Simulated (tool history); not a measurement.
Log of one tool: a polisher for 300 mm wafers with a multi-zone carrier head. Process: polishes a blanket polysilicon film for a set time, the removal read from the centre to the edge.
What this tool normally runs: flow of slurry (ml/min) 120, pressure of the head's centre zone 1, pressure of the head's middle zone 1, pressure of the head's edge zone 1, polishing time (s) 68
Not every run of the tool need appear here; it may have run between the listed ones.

run,day,flow of slurry (ml/min),pressure of the head's centre zone,pressure of the head's middle zone,pressure of the head's edge zone,polishing time (s),wafers since the last listed run,wafers polished on this pad,hours since the slurry nozzle was cleaned,hours since the centre zone pressure was calibrated,hours since the edge zone pressure was calibrated,hours since the carrier head's membrane was replaced,"incoming thickness of the incoming film, nm",film removed at the wafer's centre (nm),film removed at mid-radius (nm),film removed at the wafer's edge (nm)
1,0,120,1,1,1,68,0,1053,209.1,1243.7,388.5,449.9,1984.9,432.4,440.9,430.5
# day 0.267: slurry nozzle cleaned
# day 0.679: worn pad replaced by a new one
2,1.788,145,1,1,1,86,227,159,36.5,1286.6,431.4,492.8,1988.4,593.8,590.3,571
# day 2.104: edge zone pressure recalibrated
3,4.425,105,1,0.92,0.94,68,368,528,99.8,1349.9,55.7,556.1,2003.6,418,389.7,399.5
# day 4.592: centre zone pressure recalibrated
4,5.308,120,1,1,1,68,115,644,121,17.2,76.9,577.3,2008.1,433.9,442.5,423.7
5,6.708,120,1,1,1,68,202,846,154.6,50.8,110.5,610.9,2008.3,423.3,413.9,416.3
6,7.808,95,1,0.95,1,79,158,1004,181,77.2,136.9,637.3,1986.2,466.8,449.5,459.9
7,8.446,155,1,1.12,1,68,92,1096,196.3,92.5,152.2,652.6,1984.9,449.9,500.6,430.2
8,9.45,140,0.91,1.1,0.89,68,144,1241,220.4,116.6,176.3,676.7,1968.9,404.6,474.2,403.9
# day 10.142: worn pad replaced by a new one
9,10.162,105,1,1,1,89,78,2,237.5,133.7,193.4,693.8,1981.3,594.3,588.8,583.9
# day 10.729: slurry nozzle cleaned
10,11.429,160,1.08,1.09,1,52,176,179,16.8,164.1,223.8,724.2,2016.8,395.7,390.3,353.5
11,12.712,120,1,1.05,1,46,185,364,47.6,194.9,254.6,755,2014,301.5,308.6,291.3
12,14.038,120,1,1.05,1,46,191,556,79.4,226.7,286.4,786.8,1971.4,288.7,303.4,292.6
13,14.796,150,1,1.09,0.89,68,109,665,97.6,244.9,304.6,805,1983.9,454.1,484.9,401.9
# day 15.208: carrier head's membrane replaced by a new one
14,16.012,110,1,1,1,53,145,811,126.8,274.1,333.8,19.3,1966.1,333.4,335,327.5
15,16.704,120,1,1,1,88,99,911,143.4,290.7,350.4,35.9,1964.2,562.4,547.2,532.9
16,17.917,120,1,1,1,68,175,1086,172.5,319.8,379.5,65,1998,431.9,434.3,405.1
# day 18.754: edge zone pressure recalibrated
# day 19.396: worn pad replaced by a new one
# day 19.404: slurry nozzle cleaned
17,21.804,155,1.11,1,1.03,49,523,346,57.6,413.1,73.2,158.3,1962.2,372.4,337.7,324.3
18,22.321,95,1,1,1,68,74,420,70,425.5,85.6,170.7,2017.8,402.6,412.2,419.1
19,23.438,120,1,1,1,87,161,581,96.8,452.3,112.4,197.5,2003.7,560.1,554.7,546.9
20,24.096,85,1,1.05,1,84,95,677,112.6,468.1,128.2,213.3,2003.9,473,507,494.9
21,24.692,120,1.09,1,0.97,68,86,763,126.9,482.4,142.5,227.6,1983.8,468.2,424.7,421.8

Same runs, no hidden state in the tool, same run-to-run variation:
Hidden state present: removal rate lost through wear of the pad, %; slurry flow missing at the pad, %; deviation of the centre zone's pressure from its setpoint, %; deviation of the edge zone's pressure from its setpoint, %.
run,film removed at the wafer's centre (nm),film removed at mid-radius (nm),film removed at the wafer's edge (nm)
1,469.5,478.7,467.5
2,617.2,613.7,593.5
3,450.7,420.3,430.9
4,471.2,480.6,460.2
5,463.3,453,455.7
6,513,494,505.4
7,495.2,551.1,473.6
8,446.4,523.2,445.7
9,598.9,593.3,588.4
10,410.7,405,366.9
11,319.3,326.9,308.6
12,310.1,325.9,314.3
13,490.7,523.9,434.2
14,362.7,364.4,356.2
15,613.5,596.9,581.4
16,472.9,475.6,443.6
17,394.4,357.6,343.5
18,429.2,439.4,446.8
19,603.6,597.7,589.4
20,512.2,549.1,536
21,508.9,461.6,458.4

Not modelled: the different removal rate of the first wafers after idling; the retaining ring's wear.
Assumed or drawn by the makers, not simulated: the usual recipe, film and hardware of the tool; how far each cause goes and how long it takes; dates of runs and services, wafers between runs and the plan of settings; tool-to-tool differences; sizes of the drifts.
